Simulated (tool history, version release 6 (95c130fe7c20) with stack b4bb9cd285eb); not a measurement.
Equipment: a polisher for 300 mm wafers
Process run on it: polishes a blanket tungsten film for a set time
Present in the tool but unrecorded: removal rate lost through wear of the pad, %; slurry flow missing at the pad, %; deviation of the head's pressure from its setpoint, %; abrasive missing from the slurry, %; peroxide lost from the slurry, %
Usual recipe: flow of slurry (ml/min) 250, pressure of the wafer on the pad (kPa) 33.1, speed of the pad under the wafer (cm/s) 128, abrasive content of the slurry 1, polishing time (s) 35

run	hour	flow of slurry (ml/min)	pressure of the wafer on the pad (kPa)	speed of the pad under the wafer (cm/s)	abrasive content of the slurry	polishing time (s)	wafers since the last listed run	wafers polished on this pad	hours since the slurry nozzle was cleaned	hours since the head pressure was calibrated	hours since the slurry blender was calibrated	hours since the slurry got fresh peroxide	incoming thickness of the incoming film, nm	film removed (Å)
1	0	250	33.1	128	1	35	0	33	472.1	475.6	110.8	4.6	779.3	2859
2	16.2	250	26.9	128	1	35	106	139	488.3	491.8	127	20.8	770.4	2502
# hour 33.4: slurry blender recalibrated
3	59.4	250	26.9	128	1	35	270	409	531.5	535	26	64	771.2	2503
4	74.6	250	26.9	128	1	35	99	509	546.7	550.2	41.2	79.2	796.6	2479
5	87.8	230	33.1	128	1	43	86	595	559.9	563.4	54.4	92.4	781	3467
6	98.2	250	33.1	128	1	35	68	663	570.3	573.8	64.8	102.8	769.8	2806
# hour 103.3: slurry tank refilled with fresh slurry and peroxide
# hour 126.6: slurry nozzle cleaned
7	150.3	250	33.1	128	1	35	328	992	23.7	625.9	116.9	47	786.9	3082
# hour 153.7: slurry blender recalibrated
8	159	320	33.1	128	1	35	43	1036	32.4	634.6	5.3	55.7	776.9	3165
9	169.2	250	33.1	128	1	35	66	1103	42.6	644.8	15.5	65.9	778.1	3073
# hour 183.3: worn pad replaced by a new one, of another model than before
10	183.8	250	33.1	128	1	35	69	3	57.2	659.4	30.1	80.5	772.4	3010
11	191.3	250	33.1	128	1	35	49	52	64.7	666.9	37.6	88	777.4	3049
12	200.3	250	33.1	128	1	35	58	111	73.7	675.9	46.6	97	781.2	3039
# hour 212.4: head pressure recalibrated
13	215	285	33.1	158	1	35	83	194	88.4	2.6	61.3	111.7	778.7	3571
# hour 227.5: slurry tank refilled with fresh slurry and peroxide
14	231.3	250	44.1	128	1.25	35	100	294	104.7	18.9	77.6	3.8	782.8	4182
15	244.1	250	26.2	128	1	35	83	378	117.5	31.7	90.4	16.6	791.1	2383
16	255.8	250	33.1	128	1	35	76	455	129.2	43.4	102.1	28.3	793.1	2982
17	265.3	250	37.9	128	1	35	62	517	138.7	52.9	111.6	37.8	778	3482
# hour 271.7: slurry blender recalibrated
18	281.8	250	33.1	152	1	43	95	612	155.2	69.4	10.1	54.3	786.7	4165
19	297	250	38.6	128	1.25	26	99	712	170.4	84.6	25.3	69.5	773.8	2692
20	306.9	250	33.1	128	1	35	64	777	180.3	94.5	35.2	79.4	777.4	3054
21	319.3	250	28.3	156	0.75	35	81	858	192.7	106.9	47.6	91.8	796.2	2849
22	334.5	250	33.1	128	1.15	35	99	958	207.9	122.1	62.8	107	789.3	3067
23	348.2	250	42.7	128	1	35	89	1047	221.6	135.8	76.5	120.7	770.2	3873
# hour 360.7: slurry tank refilled with fresh slurry and peroxide
24	363.1	285	33.1	128	1	45	91	1139	236.5	150.7	91.4	2.4	782.6	3838
# hour 369.5: worn pad replaced by a new one
25	371.7	325	37.2	166	1.25	35	30	14	245.1	159.3	100	11	775.6	4341
26	388	250	33.1	128	1	35	106	121	261.4	175.6	116.3	27.3	776.2	2947

4 options for the next run, each taken on its own from the tool as it stands now. Forecast them:
A	388.4	250	33.1	128	1	35	2	124	261.8	176	116.7	27.7	780.4	?
B	388.4	250	28.3	160	1.1	35	2	124	261.8	176	116.7	27.7	780.4	?
C	388.4	295	33.1	162	0.7	28	2	124	261.8	176	116.7	27.7	780.4	?
D	388.4	250	33.1	154	0.9	35	2	124	261.8	176	116.7	27.7	780.4	?

run	film removed (Å)
A	2951
B	3015
C	2715
D	3322
Without the tool's hidden state the same runs would have given:
run	film removed (Å)
A	3080
B	3146
C	2818
D	3466
